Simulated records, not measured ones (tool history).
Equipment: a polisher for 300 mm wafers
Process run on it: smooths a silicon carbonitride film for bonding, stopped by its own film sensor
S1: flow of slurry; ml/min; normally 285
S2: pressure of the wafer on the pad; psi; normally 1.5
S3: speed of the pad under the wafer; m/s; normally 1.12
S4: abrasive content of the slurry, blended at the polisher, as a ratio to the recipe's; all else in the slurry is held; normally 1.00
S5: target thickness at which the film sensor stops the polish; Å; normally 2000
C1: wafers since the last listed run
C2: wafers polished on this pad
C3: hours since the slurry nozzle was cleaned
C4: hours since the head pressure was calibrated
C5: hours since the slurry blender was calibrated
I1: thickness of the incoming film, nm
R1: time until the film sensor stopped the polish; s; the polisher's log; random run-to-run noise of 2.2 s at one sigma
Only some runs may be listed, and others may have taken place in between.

run   hour   S1   S2    S3    S4    S5   C1   C2     C3     C4     C5     I1     R1
  1    0.0  285  1.5  1.12  1.10  2000    0  488  463.9  222.6  157.9  220.4  124.3
  2    8.8  285  1.5  1.12  1.10  2000   64  552  472.7  231.4  166.7  222.4  145.9
      21.8  -- worn pad replaced by a new one
  3   22.3  285  1.5  1.12  1.10  2000   69    3  486.2  244.9  180.2  224.0  143.6
  4   36.1  285  1.5  1.12  1.00  2000  100  104  500.0  258.7  194.0  223.4  142.3
  5   47.1  285  1.5  1.12  1.00  2000   80  184  511.0  269.7  205.0  218.6  113.6
  6   60.9  285  1.5  1.12  1.00  2000  100  284  524.8  283.5  218.8  221.8  135.9
  7   76.6  285  1.5  1.12  1.00  2000  114  399  540.5  299.2  234.5  217.9  113.1
  8   93.6  285  1.5  1.12  1.00  1970  124  523  557.5  316.2  251.5  218.9  141.5
     100.0  -- slurry blender recalibrated
  9  100.7  285  1.5  1.12  1.00  1970   37  560  564.6  323.3    0.7  216.9  129.6
 10  112.7  285  1.5  1.12  1.20  2000   87  648  576.6  335.3   12.7  220.0  130.2
 11  118.9  285  1.5  1.12  1.20  2000   45  693  582.8  341.5   18.9  215.9  103.3
     126.1  -- worn pad replaced by a new one
 12  135.4  385  1.5  1.12  1.20  2000   91   68  599.3  358.0   35.4  220.0  108.5
 13  150.3  285  1.3  1.12  1.00  2000  108  176  614.2  372.9   50.3  217.5  120.3
 14  158.7  285  1.7  1.12  1.25  2000   61  238  622.6  381.3   58.7  219.0   98.2
 15  165.7  235  1.5  0.90  1.00  2000   51  289  629.6  388.3   65.7  219.3  143.7
     184.6  -- head pressure recalibrated
 16  185.1  285  1.5  1.12  1.25  2000  126  416  649.0    0.5   85.1  220.6  121.2
 17  192.4  285  1.5  1.12  1.00  2000   53  469  656.3    7.8   92.4  220.9  136.5
     198.4  -- slurry nozzle cleaned
 18  202.5  285  1.5  1.12  1.15  2070   66  535    4.1   17.9  102.5  222.6  100.4
 19  213.4  310  1.3  1.50  0.90  2000   79  615   15.0   28.8  113.4  221.1  132.9
     223.9  -- worn pad replaced by a new one
 20  263.9  375  1.3  0.80  0.90  2000  339  291   65.5   79.3  163.9  218.1  173.0
 21  278.9  235  1.5  0.90  1.00  2000  109  401   80.5   94.3  178.9  219.1  148.1
 22  288.7  285  1.2  1.42  1.00  2000   71  472   90.3  104.1  188.7  215.4  104.8

Branching from run 22: 3 alternative next runs. What would each branch give?
  A  289.2  285  1.5  1.12  1.00  2000   3  476  90.8  104.6  189.2  222.4   ?
  B  289.2  235  1.5  1.12  1.00  2030   3  476  90.8  104.6  189.2  222.4   ?
  C  289.2  285  1.9  0.86  1.00  2000   3  476  90.8  104.6  189.2  222.4   ?

run     R1
  A  144.6
  B  127.9
  C  137.6
With the hidden condition removed and each run's random variation left untouched, the same runs would have given:
run     R1
  A  133.3
  B  117.8
  C  126.8
